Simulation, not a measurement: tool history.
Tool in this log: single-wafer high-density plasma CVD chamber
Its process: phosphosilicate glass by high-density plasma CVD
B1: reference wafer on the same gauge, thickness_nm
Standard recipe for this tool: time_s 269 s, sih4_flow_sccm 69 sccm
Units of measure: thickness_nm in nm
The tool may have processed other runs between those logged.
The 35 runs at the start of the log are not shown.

{"run": 36, "day": 120.75, "time_s": 301, "sih4_flow_sccm": 60, "B1": 1950.562, "thickness_nm": 1697.145}
{"run": 37, "day": 125.238, "time_s": 216, "sih4_flow_sccm": 69, "B1": 1953.268, "thickness_nm": 1375.359}
{"run": 38, "day": 128.308, "time_s": 269, "sih4_flow_sccm": 77, "B1": 1949.761, "thickness_nm": 1931.641}
{"run": 39, "day": 130.579, "time_s": 225, "sih4_flow_sccm": 69, "B1": 1950.666, "thickness_nm": 1458.119}
{"run": 40, "day": 133.879, "time_s": 269, "sih4_flow_sccm": 58, "B1": 1948.059, "thickness_nm": 1454.253}
{"run": 41, "day": 138.317, "time_s": 294, "sih4_flow_sccm": 57, "B1": 1948.238, "thickness_nm": 1556.334}
{"run": 42, "day": 139.867, "time_s": 215, "sih4_flow_sccm": 69, "B1": 1950.129, "thickness_nm": 1388.393}
{"run": 43, "day": 142.283, "time_s": 283, "sih4_flow_sccm": 75, "B1": 1951.351, "thickness_nm": 1981.515}
{"run": 44, "day": 144.304, "time_s": 241, "sih4_flow_sccm": 73, "B1": 1950.169, "thickness_nm": 1629.874}
{"run": 45, "day": 145.871, "time_s": 237, "sih4_flow_sccm": 76, "B1": 1949.593, "thickness_nm": 1689.628}
{"run": 46, "day": 149.658, "time_s": 292, "sih4_flow_sccm": 77, "B1": 1950.102, "thickness_nm": 2083.724}

4 options for the next run, each taken on its own from the tool as it stands now. Forecast them:
{"run": "A", "day": 149.679, "time_s": 238, "sih4_flow_sccm": 69, "B1": "?", "thickness_nm": "?"}
{"run": "B", "day": 149.679, "time_s": 269, "sih4_flow_sccm": 81, "B1": "?", "thickness_nm": "?"}
{"run": "C", "day": 149.679, "time_s": 316, "sih4_flow_sccm": 74, "B1": "?", "thickness_nm": "?"}
{"run": "D", "day": 149.679, "time_s": 269, "sih4_flow_sccm": 82, "B1": "?", "thickness_nm": "?"}

run=A B1=1950.68 thickness_nm=1517.832
run=B B1=1950.68 thickness_nm=2013.886
run=C B1=1950.68 thickness_nm=2161.306
run=D B1=1950.68 thickness_nm=2038.749
Without the tool's unlogged condition, the same runs would have read:
run=A thickness_nm=1517.832
run=B thickness_nm=2013.886
run=C thickness_nm=2161.306
run=D thickness_nm=2038.749
